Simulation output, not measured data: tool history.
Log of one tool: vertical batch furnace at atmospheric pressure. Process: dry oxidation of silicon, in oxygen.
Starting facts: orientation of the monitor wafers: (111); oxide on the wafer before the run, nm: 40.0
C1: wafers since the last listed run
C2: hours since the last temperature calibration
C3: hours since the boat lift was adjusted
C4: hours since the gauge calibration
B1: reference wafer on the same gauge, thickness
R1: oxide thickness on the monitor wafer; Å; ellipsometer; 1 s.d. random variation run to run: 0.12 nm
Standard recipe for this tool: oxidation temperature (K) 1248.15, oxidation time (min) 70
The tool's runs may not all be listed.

{"run": 1, "day": 0.0, "oxidation temperature (K)": 1240.15, "oxidation time (min)": 46, "C1": 0, "C2": 2554.2, "C3": 1946.7, "C4": 614.3, "B1": 70.21, "R1": 655.8}
{"run": 2, "day": 1.225, "oxidation temperature (K)": 1241.15, "oxidation time (min)": 79, "C1": 397, "C2": 2583.6, "C3": 1976.1, "C4": 643.7, "B1": 70.2, "R1": 817.4}
{"run": 3, "day": 2.538, "oxidation temperature (K)": 1241.15, "oxidation time (min)": 79, "C1": 426, "C2": 2615.1, "C3": 2007.6, "C4": 675.2, "B1": 70.2, "R1": 816.5}
{"run": 4, "day": 3.612, "oxidation temperature (K)": 1241.15, "oxidation time (min)": 79, "C1": 349, "C2": 2640.9, "C3": 2033.4, "C4": 701, "B1": 70.21, "R1": 821.1}
{"run": 5, "day": 4.775, "oxidation temperature (K)": 1248.15, "oxidation time (min)": 70, "C1": 377, "C2": 2668.8, "C3": 2061.3, "C4": 728.9, "B1": 70.18, "R1": 803.9}
{"run": 6, "day": 5.296, "oxidation temperature (K)": 1248.15, "oxidation time (min)": 70, "C1": 169, "C2": 2681.3, "C3": 2073.8, "C4": 741.4, "B1": 70.22, "R1": 802.5}
{"run": 7, "day": 5.9, "oxidation temperature (K)": 1248.15, "oxidation time (min)": 70, "C1": 196, "C2": 2695.8, "C3": 2088.3, "C4": 755.9, "B1": 70.2, "R1": 804.2}
{"run": 8, "day": 6.862, "oxidation temperature (K)": 1255.15, "oxidation time (min)": 70, "C1": 312, "C2": 2718.9, "C3": 2111.4, "C4": 779, "B1": 70.2, "R1": 831}
{"run": 9, "day": 7.688, "oxidation temperature (K)": 1255.15, "oxidation time (min)": 70, "C1": 267, "C2": 2738.7, "C3": 2131.2, "C4": 798.8, "B1": 70.21, "R1": 832.5}
{"run": 10, "day": 8.962, "oxidation temperature (K)": 1255.15, "oxidation time (min)": 70, "C1": 413, "C2": 2769.3, "C3": 2161.8, "C4": 829.4, "B1": 70.19, "R1": 829.8}
{"run": 11, "day": 10.421, "oxidation temperature (K)": 1248.15, "oxidation time (min)": 70, "C1": 473, "C2": 2804.3, "C3": 2196.8, "C4": 864.4, "B1": 70.18, "R1": 801.1}
{"run": 12, "day": 11.671, "oxidation temperature (K)": 1248.15, "oxidation time (min)": 70, "C1": 405, "C2": 2834.3, "C3": 2226.8, "C4": 894.4, "B1": 70.19, "R1": 804.1}
{"run": 13, "day": 12.9, "oxidation temperature (K)": 1248.15, "oxidation time (min)": 70, "C1": 399, "C2": 2863.8, "C3": 2256.3, "C4": 923.9, "B1": 70.17, "R1": 803.3}
{"run": 14, "day": 14.154, "oxidation temperature (K)": 1241.15, "oxidation time (min)": 97, "C1": 407, "C2": 2893.9, "C3": 2286.4, "C4": 954, "B1": 70.17, "R1": 901.5}
{"run": 15, "day": 15.517, "oxidation temperature (K)": 1248.15, "oxidation time (min)": 70, "C1": 442, "C2": 2926.6, "C3": 2319.1, "C4": 986.7, "B1": 70.17, "R1": 803.7}
{"run": 16, "day": 16.046, "oxidation temperature (K)": 1248.15, "oxidation time (min)": 70, "C1": 171, "C2": 2939.3, "C3": 2331.8, "C4": 999.4, "B1": 70.19, "R1": 804.6}
{"run": 17, "day": 16.854, "oxidation temperature (K)": 1248.15, "oxidation time (min)": 70, "C1": 262, "C2": 2958.7, "C3": 2351.2, "C4": 1018.8, "B1": 70.22, "R1": 802.4}
{"run": 18, "day": 18.25, "oxidation temperature (K)": 1266.15, "oxidation time (min)": 70, "C1": 453, "C2": 2992.2, "C3": 2384.7, "C4": 1052.3, "B1": 70.17, "R1": 875.5}
{"run": 19, "day": 19.429, "oxidation temperature (K)": 1248.15, "oxidation time (min)": 70, "C1": 382, "C2": 3020.5, "C3": 2413, "C4": 1080.6, "B1": 70.22, "R1": 804.3}
{"day": 20.917, "done": "thermocouples replaced and temperature profile calibrated"}
{"run": 20, "day": 20.938, "oxidation temperature (K)": 1248.15, "oxidation time (min)": 70, "C1": 165, "C2": 0.5, "C3": 2449.2, "C4": 1116.8, "B1": 70.19, "R1": 793.1}
{"run": 21, "day": 21.962, "oxidation temperature (K)": 1241.15, "oxidation time (min)": 79, "C1": 332, "C2": 25.1, "C3": 2473.8, "C4": 1141.4, "B1": 70.21, "R1": 804.3}
{"run": 22, "day": 22.829, "oxidation temperature (K)": 1256.15, "oxidation time (min)": 89, "C1": 281, "C2": 45.9, "C3": 2494.6, "C4": 1162.2, "B1": 70.2, "R1": 914.2}
{"run": 23, "day": 23.904, "oxidation temperature (K)": 1273.15, "oxidation time (min)": 47, "C1": 349, "C2": 71.7, "C3": 2520.4, "C4": 1188, "B1": 70.2, "R1": 750.3}
{"day": 24.933, "done": "gauge calibrated"}
{"run": 24, "day": 28.079, "oxidation temperature (K)": 1248.15, "oxidation time (min)": 70, "C1": 1355, "C2": 171.9, "C3": 2620.6, "C4": 75.5, "B1": 70.17, "R1": 788.9}
{"day": 30.204, "done": "boat lift adjusted"}
{"run": 25, "day": 30.225, "oxidation temperature (K)": 1254.15, "oxidation time (min)": 59.5, "C1": 372, "C2": 223.4, "C3": 0.5, "C4": 127, "B1": 70.18, "R1": 774.7}
{"run": 26, "day": 30.646, "oxidation temperature (K)": 1248.15, "oxidation time (min)": 70, "C1": 136, "C2": 233.5, "C3": 10.6, "C4": 137.1, "B1": 70.21, "R1": 809.1}
{"run": 27, "day": 31.192, "oxidation temperature (K)": 1248.15, "oxidation time (min)": 85, "C1": 177, "C2": 246.6, "C3": 23.7, "C4": 150.2, "B1": 70.21, "R1": 881}
{"run": 28, "day": 32.675, "oxidation temperature (K)": 1248.15, "oxidation time (min)": 70, "C1": 481, "C2": 282.2, "C3": 59.3, "C4": 185.8, "B1": 70.2, "R1": 805.9}
{"run": 29, "day": 33.667, "oxidation temperature (K)": 1237.15, "oxidation time (min)": 94.5, "C1": 321, "C2": 306, "C3": 83.1, "C4": 209.6, "B1": 70.19, "R1": 875.7}
{"run": 30, "day": 34.321, "oxidation temperature (K)": 1248.15, "oxidation time (min)": 70, "C1": 212, "C2": 321.7, "C3": 98.8, "C4": 225.3, "B1": 70.2, "R1": 809.4}
{"run": 31, "day": 35.788, "oxidation temperature (K)": 1230.15, "oxidation time (min)": 84, "C1": 476, "C2": 356.9, "C3": 134, "C4": 260.5, "B1": 70.21, "R1": 802.4}
{"run": 32, "day": 36.912, "oxidation temperature (K)": 1248.15, "oxidation time (min)": 93.5, "C1": 365, "C2": 383.9, "C3": 161, "C4": 287.5, "B1": 70.21, "R1": 920.2}
{"run": 33, "day": 37.954, "oxidation temperature (K)": 1270.15, "oxidation time (min)": 48.5, "C1": 338, "C2": 408.9, "C3": 186, "C4": 312.5, "B1": 70.22, "R1": 763.7}
{"run": 34, "day": 39.012, "oxidation temperature (K)": 1271.15, "oxidation time (min)": 99.5, "C1": 343, "C2": 434.3, "C3": 211.4, "C4": 337.9, "B1": 70.21, "R1": 1067.2}
{"run": 35, "day": 40.483, "oxidation temperature (K)": 1248.15, "oxidation time (min)": 70, "C1": 477, "C2": 469.6, "C3": 246.7, "C4": 373.2, "B1": 70.19, "R1": 808.8}
{"run": 36, "day": 41.021, "oxidation temperature (K)": 1256.15, "oxidation time (min)": 41, "C1": 174, "C2": 482.5, "C3": 259.6, "C4": 386.1, "B1": 70.18, "R1": 672.9}
{"run": 37, "day": 41.846, "oxidation temperature (K)": 1240.15, "oxidation time (min)": 91.5, "C1": 267, "C2": 502.3, "C3": 279.4, "C4": 405.9, "B1": 70.2, "R1": 872.8}
{"run": 38, "day": 42.879, "oxidation temperature (K)": 1248.15, "oxidation time (min)": 70, "C1": 335, "C2": 527.1, "C3": 304.2, "C4": 430.7, "B1": 70.19, "R1": 807}

Same runs, no hidden state in the tool, same run-to-run variation:
Hidden state at play: true tube temperature minus thermocouple reading, K; monitor wafer colder than the profiled boat position, K; gauge reads high (%).
run=1 R1=658.1
run=2 R1=820.8
run=3 R1=819.8
run=4 R1=824.5
run=5 R1=807
run=6 R1=805.6
run=7 R1=807.3
run=8 R1=834.1
run=9 R1=835.6
run=10 R1=832.8
run=11 R1=804
run=12 R1=807
run=13 R1=806.2
run=14 R1=904.8
run=15 R1=806.4
run=16 R1=807.3
run=17 R1=805
run=18 R1=878.3
run=19 R1=806.8
run=20 R1=809
run=21 R1=821
run=22 R1=933.9
run=23 R1=764.7
run=24 R1=805.7
run=25 R1=773.8
run=26 R1=808.1
run=27 R1=880
run=28 R1=805.2
run=29 R1=875.1
run=30 R1=809
run=31 R1=802.1
run=32 R1=920.1
run=33 R1=763.7
run=34 R1=1067.4
run=35 R1=809.2
run=36 R1=673.2
run=37 R1=873.4
run=38 R1=807.6

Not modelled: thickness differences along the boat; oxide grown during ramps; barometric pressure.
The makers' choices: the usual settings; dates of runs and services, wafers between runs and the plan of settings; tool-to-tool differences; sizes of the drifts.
